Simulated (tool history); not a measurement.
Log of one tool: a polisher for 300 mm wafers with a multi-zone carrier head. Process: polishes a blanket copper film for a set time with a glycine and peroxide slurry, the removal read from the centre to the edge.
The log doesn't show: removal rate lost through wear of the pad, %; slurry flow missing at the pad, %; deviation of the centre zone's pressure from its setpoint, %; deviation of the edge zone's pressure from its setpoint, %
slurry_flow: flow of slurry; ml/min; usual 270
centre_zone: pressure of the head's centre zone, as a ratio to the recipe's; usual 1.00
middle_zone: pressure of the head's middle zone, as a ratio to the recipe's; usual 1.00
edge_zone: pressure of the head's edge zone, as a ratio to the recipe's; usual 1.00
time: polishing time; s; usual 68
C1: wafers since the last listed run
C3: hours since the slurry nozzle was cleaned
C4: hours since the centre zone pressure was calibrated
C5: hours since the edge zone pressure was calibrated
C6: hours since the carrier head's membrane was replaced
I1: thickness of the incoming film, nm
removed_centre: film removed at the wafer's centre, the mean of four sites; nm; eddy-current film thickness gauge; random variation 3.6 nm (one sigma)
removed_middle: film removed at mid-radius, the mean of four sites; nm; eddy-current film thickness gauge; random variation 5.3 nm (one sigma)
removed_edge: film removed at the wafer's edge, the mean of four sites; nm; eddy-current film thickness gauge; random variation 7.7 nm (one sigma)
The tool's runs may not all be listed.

run 1 hour=0.0 | slurry_flow=270 centre_zone=1.00 middle_zone=1.00 edge_zone=0.95 time=44 | C1=0 wafers_polished_on_this_pad=701 C3=86.1 C4=542.6 C5=35.7 C6=2015.1 | I1=2258.7 | removed_centre=343.5 removed_middle=342.2 removed_edge=344.6
run 2 hour=18.1 | slurry_flow=270 centre_zone=1.00 middle_zone=1.00 edge_zone=1.00 time=68 | C1=227 wafers_polished_on_this_pad=928 C3=104.2 C4=560.7 C5=53.8 C6=2033.2 | I1=2338.9 | removed_centre=538.9 removed_middle=531.1 removed_edge=519.5
run 3 hour=32.5 | slurry_flow=270 centre_zone=1.00 middle_zone=1.00 edge_zone=1.00 time=68 | C1=180 wafers_polished_on_this_pad=1109 C3=118.6 C4=575.1 C5=68.2 C6=2047.6 | I1=2260.3 | removed_centre=532.6 removed_middle=522.8 removed_edge=531.7
run 4 hour=48.6 | slurry_flow=210 centre_zone=1.00 middle_zone=1.00 edge_zone=1.00 time=68 | C1=201 wafers_polished_on_this_pad=1310 C3=134.7 C4=591.2 C5=84.3 C6=2063.7 | I1=2306.0 | removed_centre=511.3 removed_middle=511.1 removed_edge=503.5
run 5 hour=68.2 | slurry_flow=270 centre_zone=1.12 middle_zone=1.00 edge_zone=1.00 time=85 | C1=245 wafers_polished_on_this_pad=1556 C3=154.3 C4=610.8 C5=103.9 C6=2083.3 | I1=2279.9 | removed_centre=732.2 removed_middle=636.0 removed_edge=635.9
-- hour=78.1 carrier head's membrane replaced by a new one
run 6 hour=94.5 | slurry_flow=270 centre_zone=1.00 middle_zone=1.00 edge_zone=1.00 time=82 | C1=267 wafers_polished_on_this_pad=1823 C3=180.6 C4=637.1 C5=130.2 C6=16.4 | I1=2313.0 | removed_centre=631.2 removed_middle=614.6 removed_edge=633.1
-- hour=98.5 centre zone pressure recalibrated
run 7 hour=122.5 | slurry_flow=215 centre_zone=1.00 middle_zone=1.06 edge_zone=0.96 time=53 | C1=326 wafers_polished_on_this_pad=2149 C3=208.6 C4=24.0 C5=158.2 C6=44.4 | I1=2280.6 | removed_centre=391.8 removed_middle=399.4 removed_edge=384.2
-- hour=136.5 worn pad replaced by a new one
run 8 hour=137.1 | slurry_flow=270 centre_zone=1.00 middle_zone=1.00 edge_zone=0.89 time=68 | C1=132 wafers_polished_on_this_pad=8 C3=223.2 C4=38.6 C5=172.8 C6=59.0 | I1=2339.6 | removed_centre=545.0 removed_middle=547.4 removed_edge=527.0
run 9 hour=152.2 | slurry_flow=315 centre_zone=1.00 middle_zone=0.91 edge_zone=0.90 time=68 | C1=189 wafers_polished_on_this_pad=197 C3=238.3 C4=53.7 C5=187.9 C6=74.1 | I1=2284.1 | removed_centre=551.2 removed_middle=511.8 removed_edge=527.1
run 10 hour=186.7 | slurry_flow=225 centre_zone=1.08 middle_zone=1.09 edge_zone=1.00 time=49 | C1=432 wafers_polished_on_this_pad=630 C3=272.8 C4=88.2 C5=222.4 C6=108.6 | I1=2325.7 | removed_centre=413.0 removed_middle=392.5 removed_edge=377.1
run 11 hour=207.4 | slurry_flow=270 centre_zone=1.00 middle_zone=1.00 edge_zone=1.00 time=68 | C1=259 wafers_polished_on_this_pad=889 C3=293.5 C4=108.9 C5=243.1 C6=129.3 | I1=2256.9 | removed_centre=534.0 removed_middle=527.0 removed_edge=522.6
run 12 hour=241.8 | slurry_flow=270 centre_zone=1.00 middle_zone=1.00 edge_zone=1.00 time=68 | C1=431 wafers_polished_on_this_pad=1321 C3=327.9 C4=143.3 C5=277.5 C6=163.7 | I1=2335.1 | removed_centre=531.2 removed_middle=514.6 removed_edge=514.6

Forecast run 13:
run 13 hour=260.4 | slurry_flow=300 centre_zone=0.92 middle_zone=1.00 edge_zone=1.00 time=88 | C1=233 wafers_polished_on_this_pad=1554 C3=346.5 C4=161.9 C5=296.1 C6=182.3 | I1=2303.5 | removed_centre=? removed_middle=? removed_edge=?

{"run 13": {"removed_centre": 624.5, "removed_middle": 674.1, "removed_edge": 680.1}}
Without the tool's hidden state the same run would have given removed_centre 655.7 nm, removed_middle 707.8 nm, removed_edge 714.1 nm.

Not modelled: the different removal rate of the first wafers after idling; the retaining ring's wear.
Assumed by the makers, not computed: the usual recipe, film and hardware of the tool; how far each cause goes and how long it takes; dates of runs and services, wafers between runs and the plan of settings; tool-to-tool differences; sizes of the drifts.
